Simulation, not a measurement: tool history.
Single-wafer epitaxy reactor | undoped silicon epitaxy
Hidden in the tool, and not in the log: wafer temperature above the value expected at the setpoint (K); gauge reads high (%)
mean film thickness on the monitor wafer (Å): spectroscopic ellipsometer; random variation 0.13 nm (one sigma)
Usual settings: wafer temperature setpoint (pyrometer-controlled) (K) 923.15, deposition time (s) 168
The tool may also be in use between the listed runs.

| run | day | wafer temperature setpoint (pyrometer-controlled) (K) | deposition time (s) | wafers since the last listed run | hours since the last pyrometer calibration | hours since the gauge calibration | read-back reference wafer on the same gauge, thickness_nm | mean film thickness on the monitor wafer (Å) |
|---|---|---|---|---|---|---|---|---|
| 1 | 0.000 | 923.15 | 168 | 0 | 2476.8 | 2.3 | 35.577 | 297.97 |
| 2 | 0.288 | 923.15 | 168 | 62 | 2483.7 | 9.2 | 35.615 | 295.62 |
| 3 | 0.992 | 923.15 | 168 | 153 | 2500.6 | 26.1 | 35.601 | 296.69 |
| 4 | 1.621 | 933.15 | 168 | 136 | 2515.7 | 41.2 | 35.605 | 370.08 |
| 5 | 2.358 | 933.15 | 168 | 160 | 2533.4 | 58.9 | 35.590 | 366.41 |
| 6 | 2.838 | 933.15 | 168 | 104 | 2544.9 | 70.4 | 35.585 | 367.15 |
| 7 | 3.329 | 923.15 | 168 | 106 | 2556.7 | 82.2 | 35.578 | 297.07 |
| 8 | 3.692 | 923.15 | 168 | 78 | 2565.4 | 90.9 | 35.615 | 297.10 |
| 9 | 4.342 | 923.15 | 168 | 141 | 2581.0 | 106.5 | 35.588 | 300.49 |
| 10 | 4.817 | 923.15 | 168 | 103 | 2592.4 | 117.9 | 35.589 | 297.34 |
| 11 | 5.375 | 923.15 | 168 | 121 | 2605.8 | 131.3 | 35.613 | 296.57 |
|  | 6.058 | pyrometer calibrated |
| 12 | 6.079 | 923.15 | 159 | 80 | 0.5 | 148.2 | 35.583 | 279.58 |
| 13 | 6.542 | 923.15 | 159 | 100 | 11.6 | 159.3 | 35.590 | 281.23 |
| 14 | 7.279 | 923.15 | 159 | 160 | 29.3 | 177.0 | 35.581 | 281.85 |
| 15 | 8.029 | 923.15 | 143 | 163 | 47.3 | 195.0 | 35.619 | 252.24 |
| 16 | 8.450 | 923.15 | 143 | 91 | 57.4 | 205.1 | 35.630 | 255.78 |
| 17 | 8.988 | 923.15 | 180 | 116 | 70.3 | 218.0 | 35.598 | 319.38 |
| 18 | 9.258 | 923.15 | 168 | 58 | 76.8 | 224.5 | 35.582 | 295.77 |
| 19 | 9.642 | 912.15 | 138 | 83 | 86.0 | 233.7 | 35.596 | 191.93 |
| 20 | 10.321 | 916.15 | 193 | 147 | 102.3 | 250.0 | 35.590 | 295.27 |
| 21 | 10.871 | 937.15 | 147 | 119 | 115.5 | 263.2 | 35.595 | 350.80 |
| 22 | 11.429 | 929.15 | 178 | 121 | 128.9 | 276.6 | 35.577 | 359.86 |
| 23 | 12.146 | 923.15 | 168 | 155 | 146.1 | 293.8 | 35.607 | 295.45 |
| 24 | 12.700 | 923.15 | 159 | 120 | 159.4 | 307.1 | 35.613 | 281.01 |
|  | 12.783 | gauge calibrated |
| 25 | 13.133 | 937.15 | 199 | 94 | 169.8 | 8.4 | 35.596 | 472.23 |
| 26 | 13.458 | 923.15 | 168 | 70 | 177.6 | 16.2 | 35.566 | 297.61 |
| 27 | 13.796 | 923.15 | 168 | 73 | 185.7 | 24.3 | 35.602 | 297.93 |
| 28 | 14.192 | 928.15 | 142 | 86 | 195.2 | 33.8 | 35.609 | 278.34 |
| 29 | 14.667 | 923.15 | 168 | 103 | 206.6 | 45.2 | 35.639 | 297.66 |
| 30 | 14.950 | 923.15 | 146 | 61 | 213.4 | 52.0 | 35.577 | 259.88 |
| 31 | 15.358 | 923.15 | 152 | 88 | 223.2 | 61.8 | 35.624 | 269.38 |
| 32 | 16.004 | 912.15 | 168 | 140 | 238.7 | 77.3 | 35.621 | 235.14 |
| 33 | 16.629 | 923.15 | 138 | 135 | 253.7 | 92.3 | 35.607 | 242.62 |
| 34 | 16.896 | 935.15 | 186 | 57 | 260.1 | 98.7 | 35.594 | 423.41 |

The tool's hidden state at each run:
wafer temperature above the value expected at the setpoint (K): 0 in every run
gauge reads high (%): 0 in every run

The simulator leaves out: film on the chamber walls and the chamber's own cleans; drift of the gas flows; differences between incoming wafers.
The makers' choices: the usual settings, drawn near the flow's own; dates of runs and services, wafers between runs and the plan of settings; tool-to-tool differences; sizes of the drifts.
